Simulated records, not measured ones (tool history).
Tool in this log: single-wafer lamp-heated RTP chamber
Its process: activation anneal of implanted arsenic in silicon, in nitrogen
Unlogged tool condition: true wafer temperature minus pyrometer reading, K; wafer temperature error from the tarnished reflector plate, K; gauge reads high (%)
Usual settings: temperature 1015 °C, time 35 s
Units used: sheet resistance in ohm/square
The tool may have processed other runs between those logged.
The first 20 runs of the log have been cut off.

run	day	temperature	time	wafers since the last listed run	wafers since the last pyrometer calibration	wafers since the reflector plate was cleaned	hours since the gauge calibration	read-back reference wafer on the same gauge, sheet resistance	sheet resistance
21	48.196	1015	35	512	2005	5202	477.2	92.48	99.52
22	49.504	1040	19	510	2515	5713	508.6	92.46	99.33
23	52.425	1006	35	1139	3655	6852	578.7	92.53	101.35
24	54.175	1025	55	682	4338	7535	620.7	92.46	94.74
25	55.400	1015	35	477	4816	8013	650.1	92.48	99.76
26	58.346	1015	41	1149	5965	9163	720.8	92.49	97.85
# day 60.250: pyrometer window cleaned and pyrometer calibrated
27	61.304	1039	23	1024	411	10187	791.8	92.50	98.31
28	63.979	994	35	1043	1455	11231	856.0	92.53	102.86
29	66.367	1015	35	931	2386	12162	913.3	92.46	99.51
# day 66.725: reflector plate cleaned
30	67.388	1027	20	268	2655	258	937.8	92.53	100.79
31	70.292	1027	20	1133	3788	1391	1007.5	92.44	100.62
32	72.646	1033	42	918	4706	2309	1064.0	92.56	95.55
33	75.612	1015	35	1157	5864	3467	1135.2	92.48	99.16
34	76.679	1015	35	416	6280	3883	1160.8	92.50	99.67
# day 78.817: pyrometer window cleaned and pyrometer calibrated
35	79.246	1015	55	871	166	4755	1222.4	92.48	96.70
36	80.250	1033	23	391	558	5146	1246.5	92.51	100.03

Consider 5 possible next runs. They are alternatives, not a sequence: every one starts from the tool as it was left by run 36. What does each give?
A	80.267	1015	51	6	565	5153	1246.9	?	?
B	80.267	1037	15	6	565	5153	1246.9	?	?
C	80.267	1031	49	6	565	5153	1246.9	?	?
D	80.267	1015	40	6	565	5153	1246.9	?	?
E	80.267	991	26	6	565	5153	1246.9	?	?

run	read-back reference wafer on the same gauge, sheet resistance	sheet resistance
A	92.55	96.85
B	92.55	101.37
C	92.55	94.39
D	92.55	98.47
E	92.55	104.90
Had the tool no hidden state, the same runs would have come out as:
run	sheet resistance
A	96.85
B	101.37
C	94.39
D	98.47
E	104.90

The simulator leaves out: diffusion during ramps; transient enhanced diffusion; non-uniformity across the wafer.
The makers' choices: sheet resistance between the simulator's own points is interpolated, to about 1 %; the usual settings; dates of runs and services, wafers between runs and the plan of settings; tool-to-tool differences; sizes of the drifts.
